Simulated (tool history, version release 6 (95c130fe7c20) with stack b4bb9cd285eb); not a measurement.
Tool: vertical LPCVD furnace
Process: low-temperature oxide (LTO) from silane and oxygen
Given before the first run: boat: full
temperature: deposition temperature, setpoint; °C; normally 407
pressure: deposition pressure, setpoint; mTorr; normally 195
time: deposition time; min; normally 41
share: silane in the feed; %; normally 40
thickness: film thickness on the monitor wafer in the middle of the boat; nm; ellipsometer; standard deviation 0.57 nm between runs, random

run	hour	temperature	pressure	time	share	read-back reference wafer on the same gauge, thickness	thickness
1	0	398	195	41	40	285.21	313.59
2	24.7	398	195	41	40	284.96	313.72
3	42.8	398	195	41	40	285.06	314.16
4	66.9	402	195	41	40	284.83	326.91
5	90.5	407	195	41	40	284.92	346.96
6	111.8	407	195	41	40	284.88	346.88
7	124.8	407	195	41	44	284.81	385.98
8	141.6	407	195	41	40	284.87	346.7
9	195.7	407	195	41	40	285.03	346.69
10	213.4	407	195	41	40	285.23	347.21
11	234.5	407	195	41	43	284.99	376.81
12	247.3	407	195	41	43	284.99	375.27
13	297.8	407	195	41	40	284.98	346.97
14	318.4	407	195	41	40	285.1	347.04
15	334.8	401	195	41	40	285.09	325.76
# hour 359: gauge calibrated
# hour 379.1: silane flow controller replaced
16	379.6	407	195	41	40	284.88	348.05
17	383.6	411	245	57	43	284.93	678.74
18	393.4	407	195	41	47	284.97	411.79
# hour 445.9: thermocouples replaced and temperature profile calibrated
19	446.4	407	195	41	40	284.83	348.26
20	450.3	407	195	41	40	285.04	347.94
21	463.8	407	195	41	40	285.02	348.15
# hour 489.1: pressure gauge zeroed
22	494.5	414	195	33.5	48	284.98	345.72
23	516.2	410	210	41	40	285.09	363.66
24	534.1	398	195	41	40	285.2	296.57
25	564.8	417	195	41	40	284.96	364.4
26	588.9	401	155	34.5	34	284.99	166.49
27	606.9	397	195	41	40	285.23	293.12
28	640.6	407	195	41	40	285.06	326.9
29	661.4	407	195	56.5	40	285.13	451.6
30	682.6	396	225	41	34	284.97	272.71
31	714.1	400	210	25	45	284.99	227.33

4 options for the next run, each taken on its own from the tool as it stands now. Forecast them:
A	718.2	407	195	41	40	?	?
B	718.2	407	195	41	36	?	?
C	718.2	407	195	51	40	?	?
D	718.2	414	180	41	40	?	?

run	read-back reference wafer on the same gauge, thickness	thickness
A	285.01	327.49
B	285.01	287.73
C	285.01	407.37
D	285.01	325.41
What these runs would have given with no unlogged condition in the tool:
run	thickness
A	329.12
B	289.16
C	409.39
D	327.16
